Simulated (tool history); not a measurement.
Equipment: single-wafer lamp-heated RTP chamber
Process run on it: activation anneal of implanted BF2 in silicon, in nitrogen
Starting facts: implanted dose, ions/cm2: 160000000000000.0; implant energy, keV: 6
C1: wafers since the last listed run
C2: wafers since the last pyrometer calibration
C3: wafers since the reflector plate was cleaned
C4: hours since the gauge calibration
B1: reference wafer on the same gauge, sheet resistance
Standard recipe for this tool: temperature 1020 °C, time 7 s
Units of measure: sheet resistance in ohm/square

run 1 day=0.000 | temperature=1007 time=5 | C1=0 C2=9942 C3=6319 C4=1704.2 | B1=722.08 | sheet_resistance=830.90
-- day=1.796 pyrometer window cleaned and pyrometer calibrated
run 2 day=4.092 | temperature=1020 time=7 | C1=1452 C2=887 C3=7772 C4=1802.4 | B1=721.95 | sheet_resistance=818.07
run 3 day=6.412 | temperature=1020 time=7 | C1=896 C2=1784 C3=8668 C4=1858.1 | B1=721.85 | sheet_resistance=818.22
run 4 day=10.746 | temperature=1020 time=7 | C1=1674 C2=3459 C3=10343 C4=1962.1 | B1=722.15 | sheet_resistance=814.69
-- day=13.000 reflector plate cleaned
run 5 day=14.292 | temperature=1004 time=7 | C1=1241 C2=4700 C3=499 C4=2047.2 | B1=722.10 | sheet_resistance=833.55
run 6 day=16.608 | temperature=1004 time=7 | C1=895 C2=5596 C3=1395 C4=2102.8 | B1=721.96 | sheet_resistance=831.44
run 7 day=20.108 | temperature=1004 time=7 | C1=1352 C2=6948 C3=2747 C4=2186.8 | B1=722.20 | sheet_resistance=832.44
run 8 day=23.075 | temperature=1020 time=7 | C1=1146 C2=8095 C3=3894 C4=2258.0 | B1=722.08 | sheet_resistance=815.70
run 9 day=26.421 | temperature=1020 time=7 | C1=1293 C2=9388 C3=5187 C4=2338.3 | B1=722.12 | sheet_resistance=815.14
-- day=26.792 pyrometer window cleaned and pyrometer calibrated
run 10 day=29.338 | temperature=1044 time=7 | C1=998 C2=983 C3=6185 C4=2408.3 | B1=721.82 | sheet_resistance=800.49
-- day=39.979 reflector plate cleaned
run 11 day=40.679 | temperature=1044 time=7 | C1=4254 C2=5238 C3=270 C4=2680.5 | B1=721.97 | sheet_resistance=797.36
run 12 day=42.675 | temperature=1035 time=8 | C1=771 C2=6009 C3=1042 C4=2728.4 | B1=721.94 | sheet_resistance=804.33
run 13 day=46.750 | temperature=1035 time=8 | C1=1574 C2=7584 C3=2616 C4=2826.2 | B1=722.05 | sheet_resistance=801.46
run 14 day=49.375 | temperature=1020 time=7 | C1=1014 C2=8599 C3=3631 C4=2889.2 | B1=722.23 | sheet_resistance=813.34
-- day=52.158 pyrometer window cleaned and pyrometer calibrated
run 15 day=52.288 | temperature=1039 time=9 | C1=996 C2=50 C3=4628 C4=2959.1 | B1=722.14 | sheet_resistance=798.14
run 16 day=55.579 | temperature=1039 time=9 | C1=1272 C2=1322 C3=5900 C4=3038.1 | B1=721.66 | sheet_resistance=799.30
run 17 day=59.729 | temperature=1039 time=9 | C1=1603 C2=2926 C3=7504 C4=3137.7 | B1=721.87 | sheet_resistance=793.28
-- day=63.367 gauge calibrated
-- day=65.717 reflector plate cleaned
run 18 day=71.421 | temperature=1020 time=7 | C1=4389 C2=7316 C3=2204 C4=193.3 | B1=722.04 | sheet_resistance=815.01
run 19 day=74.938 | temperature=1033 time=4 | C1=1359 C2=8675 C3=3563 C4=277.7 | B1=722.08 | sheet_resistance=816.89
run 20 day=78.871 | temperature=1004 time=7 | C1=1520 C2=10195 C3=5083 C4=372.1 | B1=721.87 | sheet_resistance=823.57
-- day=83.271 pyrometer window cleaned and pyrometer calibrated
run 21 day=83.904 | temperature=1040 time=7 | C1=1816 C2=244 C3=6900 C4=492.9 | B1=722.32 | sheet_resistance=800.41
run 22 day=87.529 | temperature=1012 time=3 | C1=1400 C2=1645 C3=8301 C4=579.9 | B1=722.20 | sheet_resistance=837.30
run 23 day=91.196 | temperature=1020 time=7 | C1=1417 C2=3063 C3=9718 C4=667.9 | B1=722.10 | sheet_resistance=813.99
-- day=94.367 reflector plate cleaned
run 24 day=95.446 | temperature=1006 time=3 | C1=1513 C2=4576 C3=416 C4=769.9 | B1=721.95 | sheet_resistance=844.96
run 25 day=99.742 | temperature=1047 time=7 | C1=1660 C2=6236 C3=2076 C4=873.0 | B1=721.70 | sheet_resistance=797.65
run 26 day=103.562 | temperature=1048 time=5 | C1=1476 C2=7713 C3=3553 C4=964.7 | B1=721.91 | sheet_resistance=804.17
run 27 day=107.429 | temperature=1028 time=7 | C1=1494 C2=9208 C3=5047 C4=1057.5 | B1=721.86 | sheet_resistance=806.60
-- day=108.446 pyrometer window cleaned and pyrometer calibrated
run 28 day=109.658 | temperature=995 time=5 | C1=732 C2=468 C3=5780 C4=1111.0 | B1=722.02 | sheet_resistance=847.30
run 29 day=114.029 | temperature=998 time=5 | C1=1689 C2=2158 C3=7469 C4=1215.9 | B1=721.92 | sheet_resistance=843.12
run 30 day=115.879 | temperature=1020 time=7 | C1=714 C2=2873 C3=8184 C4=1260.3 | B1=722.24 | sheet_resistance=817.62
run 31 day=117.662 | temperature=1011 time=9 | C1=689 C2=3562 C3=8873 C4=1303.1 | B1=721.97 | sheet_resistance=815.53
run 32 day=119.329 | temperature=1039 time=9 | C1=644 C2=4206 C3=9517 C4=1343.1 | B1=721.73 | sheet_resistance=792.54
run 33 day=121.571 | temperature=995 time=7 | C1=866 C2=5072 C3=10384 C4=1396.9 | B1=722.08 | sheet_resistance=834.39
run 34 day=123.279 | temperature=1020 time=4 | C1=660 C2=5732 C3=11044 C4=1437.9 | B1=722.25 | sheet_resistance=826.74
-- day=123.983 reflector plate cleaned
run 35 day=127.771 | temperature=1020 time=7 | C1=1607 C2=7340 C3=1464 C4=1545.7 | B1=721.81 | sheet_resistance=816.87
run 36 day=135.267 | temperature=998 time=10 | C1=2896 C2=10237 C3=4361 C4=1725.6 | B1=721.93 | sheet_resistance=821.95
run 37 day=137.783 | temperature=1000 time=10 | C1=972 C2=11209 C3=5334 C4=1786.0 | B1=721.89 | sheet_resistance=819.47

Branching from run 37: 3 alternative next runs. What would each branch give?
run A day=137.800 | temperature=1020 time=7 | C1=6 C2=11216 C3=5340 C4=1786.4 | B1=? | sheet_resistance=?
run B day=137.800 | temperature=997 time=10 | C1=6 C2=11216 C3=5340 C4=1786.4 | B1=? | sheet_resistance=?
run C day=137.800 | temperature=1006 time=5 | C1=6 C2=11216 C3=5340 C4=1786.4 | B1=? | sheet_resistance=?

run=A B1=722.07 sheet_resistance=809.92
run=B B1=722.07 sheet_resistance=820.09
run=C B1=722.07 sheet_resistance=828.86
With no hidden state in the tool, these same runs would have given:
run=A sheet_resistance=820.65
run=B sheet_resistance=832.61
run=C sheet_resistance=839.51
